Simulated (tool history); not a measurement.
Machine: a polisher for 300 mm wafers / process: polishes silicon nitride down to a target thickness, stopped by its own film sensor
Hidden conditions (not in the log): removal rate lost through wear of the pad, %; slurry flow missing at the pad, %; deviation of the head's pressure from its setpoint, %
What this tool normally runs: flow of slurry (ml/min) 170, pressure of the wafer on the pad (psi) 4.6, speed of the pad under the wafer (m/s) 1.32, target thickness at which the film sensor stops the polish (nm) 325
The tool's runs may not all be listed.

run	hour	flow of slurry (ml/min)	pressure of the wafer on the pad (psi)	speed of the pad under the wafer (m/s)	target thickness at which the film sensor stops the polish (nm)	wafers since the last listed run	wafers polished on this pad	hours since the slurry nozzle was cleaned	hours since the head pressure was calibrated	incoming thickness of the incoming film, nm	time until the film sensor stopped the polish (s)
1	0	170	4.6	1.32	325	0	644	379.2	1501	503.8	76
2	11.7	170	4.6	1.32	325	111	756	390.9	1512.7	506.5	79.9
3	27.5	170	4.6	1.32	325	150	907	406.7	1528.5	508.9	79
4	40	170	4.6	1.32	325	119	1026	419.2	1541	505.3	79.4
# hour 56.6: worn pad replaced by a new one
5	57.1	170	3.7	1.32	325	124	4	436.3	1558.1	496.8	90.6
6	62.6	170	4.6	1.32	350	52	57	441.8	1563.6	502	64.2
7	74.8	170	4.6	1.32	350	116	173	454	1575.8	499.1	63.9
8	81.4	170	3.7	1.48	325	62	236	460.6	1582.4	505.8	87.7
9	90.7	170	3.7	1.48	325	88	325	469.9	1591.7	496.9	84.8
10	99.5	170	4.6	1.32	325	83	409	478.7	1600.5	506.2	77.4
11	113.8	170	4.6	1.32	325	136	545	493	1614.8	499.3	75.2
12	122.1	170	4.6	1.32	325	79	624	501.3	1623.1	501.6	76.7
13	130.1	215	4.6	1.32	325	76	701	509.3	1631.1	504.4	75.1
# hour 135.4: slurry nozzle cleaned
14	136.1	170	4.6	1.32	325	47	748	0.7	1637.1	493.3	71.5
# hour 141.9: head pressure recalibrated
15	152.4	170	4.6	1.32	325	136	885	17	10.5	501.8	74.1
16	165.8	170	4.6	0.92	325	127	1012	30.4	23.9	495.8	92.8
17	175.7	195	5.1	1.74	363	94	1107	40.3	33.8	497.7	42.7
18	181.8	215	3.8	1.7	344	58	1165	46.4	39.9	502.9	67.8
# hour 188.9: worn pad replaced by a new one
19	197.6	215	4.6	0.9	273	112	83	62.2	55.7	499.6	117.8
20	206.6	170	4.6	0.98	274	85	169	71.2	64.7	507.3	119.5
21	221.5	170	6	1.32	325	142	311	86.1	79.6	504.2	57.4
22	230.8	170	4.6	0.96	325	88	399	95.4	88.9	502.1	92.2
23	242.3	170	4.6	1.32	325	109	509	106.9	100.4	500.9	72.9
24	256.1	170	5.3	1.32	374	131	641	120.7	114.2	501	46.5
25	264.7	215	3.7	1.04	295	82	723	129.3	122.8	501.2	125.1
26	300.6	170	3.8	1.04	363	342	1065	165.2	158.7	498.1	82.7
# hour 316.6: worn pad replaced by a new one
27	317.1	170	4.6	1.32	325	119	5	181.7	175.2	508.3	76.8
28	326	170	6.1	1.32	325	84	90	190.6	184.1	496.3	54.3

Predict each of these 5 candidate next runs independently; none follows another, all start after run 28:
A	326.4	170	4.6	1.32	325	3	93	191	184.5	505.3	?
B	326.4	170	4.6	1.14	304	3	93	191	184.5	505.3	?
C	326.4	200	5.2	1.32	325	3	93	191	184.5	505.3	?
D	326.4	225	4.6	1.32	325	3	93	191	184.5	505.3	?
E	326.4	170	4.6	1.66	345	3	93	191	184.5	505.3	?

run	time until the film sensor stopped the polish (s)
A	74.7
B	92.3
C	64.7
D	72
E	56.6
What these runs would have given with no unlogged condition in the tool:
run	time until the film sensor stopped the polish (s)
A	73.9
B	91.2
C	64
D	71.4
E	55.9

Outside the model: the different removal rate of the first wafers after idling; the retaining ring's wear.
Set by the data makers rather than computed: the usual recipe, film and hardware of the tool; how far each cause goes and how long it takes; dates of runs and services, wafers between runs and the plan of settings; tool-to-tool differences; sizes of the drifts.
